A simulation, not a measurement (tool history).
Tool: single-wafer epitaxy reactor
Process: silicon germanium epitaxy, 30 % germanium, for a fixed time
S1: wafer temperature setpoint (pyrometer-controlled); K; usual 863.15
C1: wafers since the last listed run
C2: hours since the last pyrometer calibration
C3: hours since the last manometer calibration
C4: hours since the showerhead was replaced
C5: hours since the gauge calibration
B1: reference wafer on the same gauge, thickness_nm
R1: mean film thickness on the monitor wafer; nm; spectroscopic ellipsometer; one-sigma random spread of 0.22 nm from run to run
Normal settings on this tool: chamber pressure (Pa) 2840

{"run": 1, "hour": 0.0, "S1": 863.15, "chamber pressure (Pa)": 2693, "C1": 0, "C2": 547.9, "C3": 761.0, "C4": 4776.1, "C5": 154.8, "B1": 54.862, "R1": 50.326}
{"run": 2, "hour": 48.5, "S1": 872.15, "chamber pressure (Pa)": 3226, "C1": 1286, "C2": 596.4, "C3": 809.5, "C4": 4824.6, "C5": 203.3, "B1": 54.93, "R1": 66.512}
{"run": 3, "hour": 85.9, "S1": 871.15, "chamber pressure (Pa)": 2840, "C1": 992, "C2": 633.8, "C3": 846.9, "C4": 4862.0, "C5": 240.7, "B1": 54.895, "R1": 61.131}
{"run": 4, "hour": 141.3, "S1": 863.15, "chamber pressure (Pa)": 3133, "C1": 1469, "C2": 689.2, "C3": 902.3, "C4": 4917.4, "C5": 296.1, "B1": 54.833, "R1": 53.728}
{"run": 5, "hour": 213.2, "S1": 863.15, "chamber pressure (Pa)": 3133, "C1": 1907, "C2": 761.1, "C3": 974.2, "C4": 4989.3, "C5": 368.0, "B1": 54.962, "R1": 54.065}
{"run": 6, "hour": 271.5, "S1": 863.15, "chamber pressure (Pa)": 3133, "C1": 1546, "C2": 819.4, "C3": 1032.5, "C4": 5047.6, "C5": 426.3, "B1": 54.919, "R1": 53.888}
{"run": 7, "hour": 331.7, "S1": 863.15, "chamber pressure (Pa)": 2840, "C1": 1596, "C2": 879.6, "C3": 1092.7, "C4": 5107.8, "C5": 486.5, "B1": 54.868, "R1": 50.935}
{"run": 8, "hour": 367.7, "S1": 873.15, "chamber pressure (Pa)": 2840, "C1": 954, "C2": 915.6, "C3": 1128.7, "C4": 5143.8, "C5": 522.5, "B1": 54.942, "R1": 63.031}
{"run": 9, "hour": 420.2, "S1": 868.15, "chamber pressure (Pa)": 2840, "C1": 1392, "C2": 968.1, "C3": 1181.2, "C4": 5196.3, "C5": 575.0, "B1": 54.886, "R1": 56.828}
{"run": 10, "hour": 483.2, "S1": 868.15, "chamber pressure (Pa)": 2840, "C1": 1671, "C2": 1031.1, "C3": 1244.2, "C4": 5259.3, "C5": 638.0, "B1": 54.974, "R1": 56.623}
{"run": 11, "hour": 521.6, "S1": 863.15, "chamber pressure (Pa)": 2840, "C1": 1018, "C2": 1069.5, "C3": 1282.6, "C4": 5297.7, "C5": 676.4, "B1": 54.88, "R1": 50.897}
{"run": 12, "hour": 557.1, "S1": 854.15, "chamber pressure (Pa)": 3053, "C1": 941, "C2": 1105.0, "C3": 1318.1, "C4": 5333.2, "C5": 711.9, "B1": 54.978, "R1": 43.428}
{"hour": 630.1, "done": "pyrometer calibrated"}
{"run": 13, "hour": 630.6, "S1": 863.15, "chamber pressure (Pa)": 3133, "C1": 1737, "C2": 0.5, "C3": 1391.6, "C4": 5406.7, "C5": 785.4, "B1": 54.802, "R1": 55.074}
{"hour": 657.0, "done": "gauge calibrated"}
{"run": 14, "hour": 682.6, "S1": 873.15, "chamber pressure (Pa)": 3360, "C1": 1379, "C2": 52.5, "C3": 1443.6, "C4": 5458.7, "C5": 25.6, "B1": 54.901, "R1": 70.166}
{"run": 15, "hour": 711.3, "S1": 863.15, "chamber pressure (Pa)": 2573, "C1": 761, "C2": 81.2, "C3": 1472.3, "C4": 5487.4, "C5": 54.3, "B1": 54.869, "R1": 49.732}
{"run": 16, "hour": 763.2, "S1": 848.15, "chamber pressure (Pa)": 3173, "C1": 1376, "C2": 133.1, "C3": 1524.2, "C4": 5539.3, "C5": 106.2, "B1": 54.854, "R1": 39.943}
{"hour": 800.6, "done": "showerhead replaced"}
{"hour": 808.9, "done": "capacitance manometer re-zeroed and calibrated"}
{"run": 17, "hour": 833.3, "S1": 863.15, "chamber pressure (Pa)": 2613, "C1": 1434, "C2": 203.2, "C3": 24.4, "C4": 32.7, "C5": 176.3, "B1": 54.806, "R1": 48.371}
{"run": 18, "hour": 881.4, "S1": 868.15, "chamber pressure (Pa)": 2840, "C1": 1275, "C2": 251.3, "C3": 72.5, "C4": 80.8, "C5": 224.4, "B1": 54.853, "R1": 56.16}
{"run": 19, "hour": 918.4, "S1": 852.15, "chamber pressure (Pa)": 2626, "C1": 981, "C2": 288.3, "C3": 109.5, "C4": 117.8, "C5": 261.4, "B1": 54.906, "R1": 38.277}
{"run": 20, "hour": 977.6, "S1": 863.15, "chamber pressure (Pa)": 2840, "C1": 1570, "C2": 347.5, "C3": 168.7, "C4": 177.0, "C5": 320.6, "B1": 54.872, "R1": 50.538}
{"run": 21, "hour": 1039.5, "S1": 868.15, "chamber pressure (Pa)": 2653, "C1": 1641, "C2": 409.4, "C3": 230.6, "C4": 238.9, "C5": 382.5, "B1": 54.926, "R1": 54.378}
{"run": 22, "hour": 1063.7, "S1": 868.15, "chamber pressure (Pa)": 2840, "C1": 641, "C2": 433.6, "C3": 254.8, "C4": 263.1, "C5": 406.7, "B1": 54.912, "R1": 56.316}

What differs in the tool's unlogged condition from the final listed run ahead of each entry between runs to the first listed run following it?
In the gap between runs 12 and 13: pyrometer calibrated (hour 630.1)
  wafer temperature above the value expected at the setpoint (K): -1.15 -> -0.0133; true pressure above the setpoint (%): 5.85 -> 6.17
  difference, measured minus the result without the unlogged condition, R1: +0.156 -> +1.630 nm
In the gap between runs 13 and 14: gauge calibrated (hour 657.0)
  wafer temperature above the value expected at the setpoint (K): -0.0133 -> -0.0165; true pressure above the setpoint (%): 6.17 -> 6.4
  difference, measured minus the result without the unlogged condition, R1: +1.630 -> +2.147 nm
In the gap between runs 16 and 17: showerhead replaced (hour 800.6); capacitance manometer re-zeroed and calibrated (hour 808.9)
  wafer temperature above the value expected at the setpoint (K): -0.0338 -> -0.061; true pressure above the setpoint (%): 6.75 -> -0.202
  difference, measured minus the result without the unlogged condition, R1: +1.271 -> -0.113 nm

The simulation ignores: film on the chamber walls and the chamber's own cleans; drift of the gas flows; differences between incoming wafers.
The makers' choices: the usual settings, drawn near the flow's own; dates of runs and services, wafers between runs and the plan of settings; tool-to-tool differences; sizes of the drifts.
